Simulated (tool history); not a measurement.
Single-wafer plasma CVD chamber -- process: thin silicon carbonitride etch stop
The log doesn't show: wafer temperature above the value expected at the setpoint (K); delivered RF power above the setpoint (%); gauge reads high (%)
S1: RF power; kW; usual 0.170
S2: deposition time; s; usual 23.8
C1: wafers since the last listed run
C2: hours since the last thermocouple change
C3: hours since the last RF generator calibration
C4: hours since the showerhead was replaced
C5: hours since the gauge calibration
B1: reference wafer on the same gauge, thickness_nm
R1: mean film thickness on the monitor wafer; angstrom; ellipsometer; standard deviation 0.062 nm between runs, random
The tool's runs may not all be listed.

run 1 hour=0.0 | S1=0.160 S2=22.3 | C1=0 C2=1088.2 C3=1733.2 C4=5801.7 C5=305.9 | B1=13.707 | R1=115.22
run 2 hour=8.6 | S1=0.170 S2=23.8 | C1=247 C2=1096.8 C3=1741.8 C4=5810.3 C5=314.5 | B1=13.678 | R1=126.04
run 3 hour=25.6 | S1=0.170 S2=23.8 | C1=489 C2=1113.8 C3=1758.8 C4=5827.3 C5=331.5 | B1=13.707 | R1=127.86
run 4 hour=36.7 | S1=0.170 S2=26.0 | C1=319 C2=1124.9 C3=1769.9 C4=5838.4 C5=342.6 | B1=13.710 | R1=137.91
run 5 hour=52.5 | S1=0.145 S2=23.8 | C1=455 C2=1140.7 C3=1785.7 C4=5854.2 C5=358.4 | B1=13.707 | R1=116.27
run 6 hour=89.4 | S1=0.145 S2=23.8 | C1=1063 C2=1177.6 C3=1822.6 C4=5891.1 C5=395.3 | B1=13.681 | R1=114.95
run 7 hour=106.6 | S1=0.145 S2=23.8 | C1=495 C2=1194.8 C3=1839.8 C4=5908.3 C5=412.5 | B1=13.715 | R1=115.96
run 8 hour=117.5 | S1=0.185 S2=22.6 | C1=314 C2=1205.7 C3=1850.7 C4=5919.2 C5=423.4 | B1=13.689 | R1=124.53
run 9 hour=130.1 | S1=0.170 S2=23.8 | C1=363 C2=1218.3 C3=1863.3 C4=5931.8 C5=436.0 | B1=13.685 | R1=127.23
run 10 hour=137.5 | S1=0.180 S2=23.8 | C1=213 C2=1225.7 C3=1870.7 C4=5939.2 C5=443.4 | B1=13.696 | R1=130.40
-- hour=150.8 gauge calibrated
run 11 hour=183.1 | S1=0.180 S2=23.8 | C1=1313 C2=1271.3 C3=1916.3 C4=5984.8 C5=32.3 | B1=13.702 | R1=129.04
run 12 hour=192.9 | S1=0.180 S2=23.8 | C1=282 C2=1281.1 C3=1926.1 C4=5994.6 C5=42.1 | B1=13.702 | R1=129.91
run 13 hour=227.5 | S1=0.170 S2=23.8 | C1=996 C2=1315.7 C3=1960.7 C4=6029.2 C5=76.7 | B1=13.678 | R1=126.29
run 14 hour=276.6 | S1=0.170 S2=23.8 | C1=1414 C2=1364.8 C3=2009.8 C4=6078.3 C5=125.8 | B1=13.699 | R1=126.63
run 15 hour=291.0 | S1=0.170 S2=23.8 | C1=414 C2=1379.2 C3=2024.2 C4=6092.7 C5=140.2 | B1=13.714 | R1=127.68
run 16 hour=301.8 | S1=0.150 S2=27.1 | C1=311 C2=1390.0 C3=2035.0 C4=6103.5 C5=151.0 | B1=13.724 | R1=134.01
run 17 hour=315.4 | S1=0.155 S2=25.9 | C1=391 C2=1403.6 C3=2048.6 C4=6117.1 C5=164.6 | B1=13.702 | R1=130.25
-- hour=324.3 thermocouple changed; heater temperature recalibrated
-- hour=325.1 showerhead replaced
run 18 hour=330.1 | S1=0.170 S2=23.8 | C1=170 C2=5.8 C3=2063.3 C4=5.0 C5=179.3 | B1=13.686 | R1=126.85
run 19 hour=344.5 | S1=0.185 S2=25.6 | C1=414 C2=20.2 C3=2077.7 C4=19.4 C5=193.7 | B1=13.690 | R1=142.10
run 20 hour=353.2 | S1=0.170 S2=23.8 | C1=250 C2=28.9 C3=2086.4 C4=28.1 C5=202.4 | B1=13.716 | R1=126.84
run 21 hour=404.2 | S1=0.200 S2=20.3 | C1=1469 C2=79.9 C3=2137.4 C4=79.1 C5=253.4 | B1=13.681 | R1=117.37
-- hour=417.4 RF generator calibrated
run 22 hour=417.9 | S1=0.190 S2=25.5 | C1=164 C2=93.6 C3=0.5 C4=92.8 C5=267.1 | B1=13.703 | R1=143.03
run 23 hour=426.8 | S1=0.150 S2=23.8 | C1=256 C2=102.5 C3=9.4 C4=101.7 C5=276.0 | B1=13.701 | R1=118.04
run 24 hour=444.2 | S1=0.170 S2=23.8 | C1=501 C2=119.9 C3=26.8 C4=119.1 C5=293.4 | B1=13.693 | R1=126.17
run 25 hour=452.5 | S1=0.160 S2=26.0 | C1=239 C2=128.2 C3=35.1 C4=127.4 C5=301.7 | B1=13.674 | R1=132.46
run 26 hour=464.5 | S1=0.160 S2=19.4 | C1=345 C2=140.2 C3=47.1 C4=139.4 C5=313.7 | B1=13.676 | R1=100.25
run 27 hour=474.8 | S1=0.140 S2=25.0 | C1=296 C2=150.5 C3=57.4 C4=149.7 C5=324.0 | B1=13.695 | R1=118.96
run 28 hour=487.7 | S1=0.180 S2=20.3 | C1=371 C2=163.4 C3=70.3 C4=162.6 C5=336.9 | B1=13.713 | R1=111.88
run 29 hour=502.7 | S1=0.195 S2=20.3 | C1=432 C2=178.4 C3=85.3 C4=177.6 C5=351.9 | B1=13.712 | R1=116.66
run 30 hour=519.4 | S1=0.170 S2=23.8 | C1=481 C2=195.1 C3=102.0 C4=194.3 C5=368.6 | B1=13.690 | R1=127.30
run 31 hour=529.3 | S1=0.170 S2=23.8 | C1=285 C2=205.0 C3=111.9 C4=204.2 C5=378.5 | B1=13.712 | R1=127.15
run 32 hour=544.1 | S1=0.145 S2=23.8 | C1=426 C2=219.8 C3=126.7 C4=219.0 C5=393.3 | B1=13.701 | R1=115.51
run 33 hour=580.5 | S1=0.190 S2=21.3 | C1=1048 C2=256.2 C3=163.1 C4=255.4 C5=429.7 | B1=13.682 | R1=119.80
run 34 hour=596.5 | S1=0.135 S2=20.1 | C1=460 C2=272.2 C3=179.1 C4=271.4 C5=445.7 | B1=13.684 | R1=93.42
run 35 hour=603.5 | S1=0.200 S2=23.8 | C1=201 C2=279.2 C3=186.1 C4=278.4 C5=452.7 | B1=13.688 | R1=137.09
-- hour=608.8 gauge calibrated
run 36 hour=615.0 | S1=0.170 S2=23.8 | C1=331 C2=290.7 C3=197.6 C4=289.9 C5=6.2 | B1=13.721 | R1=126.00

Exercise: give the hidden state of the tool at every run:
wafer temperature above the value expected at the setpoint (K): 0, the same for each run
delivered RF power above the setpoint (%): 0, the same for each run
gauge reads high (%): 0, the same for each run
